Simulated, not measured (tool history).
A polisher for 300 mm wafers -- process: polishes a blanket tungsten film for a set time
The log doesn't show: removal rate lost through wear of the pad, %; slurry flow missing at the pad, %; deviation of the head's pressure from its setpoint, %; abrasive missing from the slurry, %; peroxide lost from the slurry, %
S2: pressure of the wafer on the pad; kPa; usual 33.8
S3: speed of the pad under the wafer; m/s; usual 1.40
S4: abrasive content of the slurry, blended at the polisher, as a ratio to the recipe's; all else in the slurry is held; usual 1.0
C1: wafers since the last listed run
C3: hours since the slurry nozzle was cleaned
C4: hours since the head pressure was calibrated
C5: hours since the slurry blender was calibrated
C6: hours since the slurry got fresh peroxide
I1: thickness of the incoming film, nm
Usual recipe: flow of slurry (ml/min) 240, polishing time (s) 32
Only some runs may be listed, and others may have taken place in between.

{"run": 1, "day": 0.0, "flow of slurry (ml/min)": 240, "S2": 33.8, "S3": 1.4, "S4": 1.0, "polishing time (s)": 32, "C1": 0, "wafers polished on this pad": 10, "C3": 396.5, "C4": 603.3, "C5": 302.9, "C6": 79.5, "I1": 771.8, "film removed (Å)": 2762}
{"run": 2, "day": 1.479, "flow of slurry (ml/min)": 240, "S2": 33.8, "S3": 1.4, "S4": 1.0, "polishing time (s)": 32, "C1": 480, "wafers polished on this pad": 491, "C3": 432.0, "C4": 638.8, "C5": 338.4, "C6": 115.0, "I1": 780.4, "film removed (Å)": 2702}
{"day": 1.704, "done": "slurry tank refilled with fresh slurry and peroxide"}
{"run": 3, "day": 2.617, "flow of slurry (ml/min)": 240, "S2": 33.8, "S3": 1.18, "S4": 1.0, "polishing time (s)": 32, "C1": 355, "wafers polished on this pad": 847, "C3": 459.3, "C4": 666.1, "C5": 365.7, "C6": 21.9, "I1": 764.2, "film removed (Å)": 2247}
{"run": 4, "day": 3.75, "flow of slurry (ml/min)": 240, "S2": 33.8, "S3": 1.18, "S4": 1.0, "polishing time (s)": 32, "C1": 368, "wafers polished on this pad": 1215, "C3": 486.5, "C4": 693.3, "C5": 392.9, "C6": 49.1, "I1": 768.9, "film removed (Å)": 2241}
{"day": 4.971, "done": "slurry blender recalibrated"}
{"run": 5, "day": 4.992, "flow of slurry (ml/min)": 240, "S2": 33.8, "S3": 1.18, "S4": 1.0, "polishing time (s)": 32, "C1": 376, "wafers polished on this pad": 1591, "C3": 516.3, "C4": 723.1, "C5": 0.5, "C6": 78.9, "I1": 776.7, "film removed (Å)": 2135}
{"day": 5.342, "done": "worn pad replaced by a new one"}
{"run": 6, "day": 6.108, "flow of slurry (ml/min)": 240, "S2": 33.8, "S3": 1.4, "S4": 1.0, "polishing time (s)": 32, "C1": 308, "wafers polished on this pad": 248, "C3": 543.1, "C4": 749.9, "C5": 27.3, "C6": 105.7, "I1": 776.1, "film removed (Å)": 2762}
{"run": 7, "day": 6.821, "flow of slurry (ml/min)": 240, "S2": 33.8, "S3": 1.4, "S4": 1.0, "polishing time (s)": 32, "C1": 231, "wafers polished on this pad": 479, "C3": 560.2, "C4": 767.0, "C5": 44.4, "C6": 122.8, "I1": 769.8, "film removed (Å)": 2723}
{"day": 7.454, "done": "slurry tank refilled with fresh slurry and peroxide"}
{"run": 8, "day": 7.767, "flow of slurry (ml/min)": 240, "S2": 33.8, "S3": 1.4, "S4": 1.0, "polishing time (s)": 32, "C1": 293, "wafers polished on this pad": 773, "C3": 582.9, "C4": 789.7, "C5": 67.1, "C6": 7.5, "I1": 776.5, "film removed (Å)": 2709}
{"run": 9, "day": 9.504, "flow of slurry (ml/min)": 240, "S2": 33.8, "S3": 1.4, "S4": 1.0, "polishing time (s)": 32, "C1": 564, "wafers polished on this pad": 1337, "C3": 624.6, "C4": 831.4, "C5": 108.8, "C6": 49.2, "I1": 771.9, "film removed (Å)": 2632}
{"run": 10, "day": 10.362, "flow of slurry (ml/min)": 240, "S2": 33.8, "S3": 1.4, "S4": 1.0, "polishing time (s)": 32, "C1": 278, "wafers polished on this pad": 1616, "C3": 645.2, "C4": 852.0, "C5": 129.4, "C6": 69.8, "I1": 757.9, "film removed (Å)": 2613}
{"day": 10.579, "done": "worn pad replaced by a new one"}
{"day": 10.792, "done": "slurry nozzle cleaned"}
{"run": 11, "day": 11.683, "flow of slurry (ml/min)": 240, "S2": 33.8, "S3": 1.4, "S4": 1.0, "polishing time (s)": 32, "C1": 361, "wafers polished on this pad": 344, "C3": 21.4, "C4": 883.7, "C5": 161.1, "C6": 101.5, "I1": 775.1, "film removed (Å)": 2730}
{"run": 12, "day": 12.783, "flow of slurry (ml/min)": 240, "S2": 33.8, "S3": 1.4, "S4": 1.0, "polishing time (s)": 32, "C1": 357, "wafers polished on this pad": 702, "C3": 47.8, "C4": 910.1, "C5": 187.5, "C6": 127.9, "I1": 776.7, "film removed (Å)": 2663}
{"day": 12.938, "done": "slurry tank refilled with fresh slurry and peroxide"}
{"day": 13.267, "done": "head pressure recalibrated"}
{"run": 13, "day": 14.221, "flow of slurry (ml/min)": 285, "S2": 33.8, "S3": 1.4, "S4": 1.0, "polishing time (s)": 32, "C1": 426, "wafers polished on this pad": 1128, "C3": 82.3, "C4": 22.9, "C5": 222.0, "C6": 30.8, "I1": 770.1, "film removed (Å)": 2698}
{"run": 14, "day": 15.446, "flow of slurry (ml/min)": 290, "S2": 33.8, "S3": 1.56, "S4": 1.3, "polishing time (s)": 41, "C1": 397, "wafers polished on this pad": 1526, "C3": 111.7, "C4": 52.3, "C5": 251.4, "C6": 60.2, "I1": 772.2, "film removed (Å)": 3990}
{"day": 15.721, "done": "worn pad replaced by a new one"}
{"run": 15, "day": 16.662, "flow of slurry (ml/min)": 215, "S2": 33.8, "S3": 1.02, "S4": 1.0, "polishing time (s)": 32, "C1": 340, "wafers polished on this pad": 306, "C3": 140.9, "C4": 81.5, "C5": 280.6, "C6": 89.4, "I1": 775.6, "film removed (Å)": 1937}
{"run": 16, "day": 17.967, "flow of slurry (ml/min)": 240, "S2": 33.8, "S3": 1.4, "S4": 1.0, "polishing time (s)": 32, "C1": 423, "wafers polished on this pad": 729, "C3": 172.2, "C4": 112.8, "C5": 311.9, "C6": 120.7, "I1": 763.9, "film removed (Å)": 2685}
{"day": 18.233, "done": "slurry tank refilled with fresh slurry and peroxide"}
{"run": 17, "day": 19.183, "flow of slurry (ml/min)": 240, "S2": 33.8, "S3": 1.4, "S4": 1.0, "polishing time (s)": 32, "C1": 381, "wafers polished on this pad": 1111, "C3": 201.4, "C4": 142.0, "C5": 341.1, "C6": 22.8, "I1": 780.4, "film removed (Å)": 2626}

The next listed run, before its measurement:
{"run": 18, "day": 20.092, "flow of slurry (ml/min)": 240, "S2": 31.0, "S3": 1.4, "S4": 1.0, "polishing time (s)": 32, "C1": 294, "wafers polished on this pad": 1406, "C3": 223.2, "C4": 163.8, "C5": 362.9, "C6": 44.6, "I1": 757.7, "film removed (Å)": "?"}

{"run 18": {"film removed (Å)": 2421}}
With the hidden condition absent and the run-to-run variation left alone, this run would have shown film removed (Å) 2592.
